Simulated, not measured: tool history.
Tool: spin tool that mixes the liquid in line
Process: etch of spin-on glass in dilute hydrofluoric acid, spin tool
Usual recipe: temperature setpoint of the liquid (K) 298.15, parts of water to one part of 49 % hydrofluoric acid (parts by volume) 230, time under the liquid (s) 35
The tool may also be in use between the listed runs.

| run | hour | temperature setpoint of the liquid (K) | parts of water to one part of 49 % hydrofluoric acid (parts by volume) | time under the liquid (s) | wafers since the last listed run | hours since the thermometer was replaced | hours since the hydrofluoric acid flow meter was replaced | hours since the gauge calibration | read-back film thickness of the spin-on glass reference wafer, read on the same gauge (nm) | thickness taken off the spin-on glass on a monitor wafer (angstrom) |
|---|---|---|---|---|---|---|---|---|---|---|
| 1 | 0 | 298.15 | 230 | 20 | 0 | 305.5 | 155 | 636.2 | 30.02 | 55.9 |
| 2 | 42.7 | 298.15 | 230 | 20 | 706 | 348.2 | 197.7 | 678.9 | 30.03 | 55.7 |
| 3 | 127.8 | 298.15 | 230 | 35 | 1408 | 433.3 | 282.8 | 764 | 29.98 | 98 |
| 4 | 232.6 | 298.15 | 320 | 50 | 1734 | 538.1 | 387.6 | 868.8 | 30.01 | 91.3 |
| 5 | 320 | 298.15 | 230 | 35 | 1446 | 625.5 | 475 | 956.2 | 30.01 | 97.4 |
|  | 395.5 | thermometer replaced |
| 6 | 418.5 | 298.15 | 230 | 35 | 1613 | 23 | 573.5 | 1054.7 | 29.95 | 100.9 |
| 7 | 461.2 | 298.15 | 230 | 35 | 706 | 65.7 | 616.2 | 1097.4 | 30 | 101 |
| 8 | 590.1 | 298.15 | 230 | 35 | 2132 | 194.6 | 745.1 | 1226.3 | 30.01 | 101.8 |
| 9 | 695 | 298.15 | 230 | 35 | 1735 | 299.5 | 850 | 1331.2 | 29.97 | 100.8 |
|  | 722.6 | gauge calibrated |
| 10 | 768.8 | 298.15 | 230 | 35 | 1221 | 373.3 | 923.8 | 46.2 | 29.97 | 101.4 |
|  | 811.2 | hydrofluoric acid flow meter replaced |
| 11 | 832.8 | 298.15 | 230 | 35 | 1042 | 437.3 | 21.6 | 110.2 | 30.02 | 95.5 |
| 12 | 903.6 | 298.15 | 230 | 35 | 1171 | 508.1 | 92.4 | 181 | 30.03 | 95.7 |
| 13 | 959.7 | 301.15 | 140 | 35 | 928 | 564.2 | 148.5 | 237.1 | 30.01 | 193.6 |
| 14 | 1004 | 295.15 | 305 | 45 | 733 | 608.5 | 192.8 | 281.4 | 29.99 | 77.4 |
| 15 | 1056.1 | 298.15 | 230 | 35 | 862 | 660.6 | 244.9 | 333.5 | 30.02 | 96.4 |
| 16 | 1136 | 298.15 | 345 | 35 | 1322 | 740.5 | 324.8 | 413.4 | 29.99 | 57.5 |
|  | 1155.3 | thermometer replaced |
| 17 | 1202.1 | 298.15 | 230 | 35 | 1077 | 46.8 | 390.9 | 479.5 | 29.96 | 99.7 |
| 18 | 1261.8 | 298.15 | 230 | 35 | 987 | 106.5 | 450.6 | 539.2 | 30.03 | 99.8 |
| 19 | 1313.2 | 295.65 | 265 | 30 | 850 | 157.9 | 502 | 590.6 | 30.01 | 65.1 |
| 20 | 1361.7 | 296.15 | 230 | 35 | 802 | 206.4 | 550.5 | 639.1 | 30.04 | 93.2 |
| 21 | 1413.1 | 298.15 | 230 | 40 | 850 | 257.8 | 601.9 | 690.5 | 29.98 | 114.4 |
| 22 | 1457.1 | 301.15 | 165 | 55 | 728 | 301.8 | 645.9 | 734.5 | 30.02 | 259.3 |
| 23 | 1528.8 | 293.65 | 230 | 35 | 1186 | 373.5 | 717.6 | 806.2 | 29.99 | 84.3 |
| 24 | 1572 | 294.15 | 145 | 35 | 714 | 416.7 | 760.8 | 849.4 | 29.99 | 147 |
| 25 | 1621.4 | 302.65 | 230 | 35 | 817 | 466.1 | 810.2 | 898.8 | 30.01 | 117.2 |

A few steps of thickness taken off the spin-on glass on a monitor wafer (angstrom) between consecutive runs. Split each: what settings, incoming material and random variation would produce without the hidden state, and what is left over for the hidden state, along with gauge scatter present in only one of the two compared results (measured, and without hidden state):
Hidden conditions of the tool in this case: liquid colder than its thermometer reads (K); hydrofluoric acid flow above the setpoint (%); gauge reads high (%).
Run 5 -> 6: thermometer replaced. thickness taken off the spin-on glass on a monitor wafer (angstrom) +3.5: hidden state +3.3, all else +0.2.
Run 10 -> 11: hydrofluoric acid flow meter replaced. thickness taken off the spin-on glass on a monitor wafer (angstrom) -5.9: hidden state -6, all else +0.1.
Run 21 -> 22: temperature setpoint of the liquid (K) 298.15 -> 301.15, parts of water to one part of 49 % hydrofluoric acid (parts by volume) 230 -> 165, time under the liquid (s) 40 -> 55. thickness taken off the spin-on glass on a monitor wafer (angstrom) +144.9: hidden state +2.2, all else +142.7.
Run 22 -> 23: temperature setpoint of the liquid (K) 301.15 -> 293.65, parts of water to one part of 49 % hydrofluoric acid (parts by volume) 165 -> 230, time under the liquid (s) 55 -> 35. thickness taken off the spin-on glass on a monitor wafer (angstrom) -175: hidden state -2.9, all else -172.1.
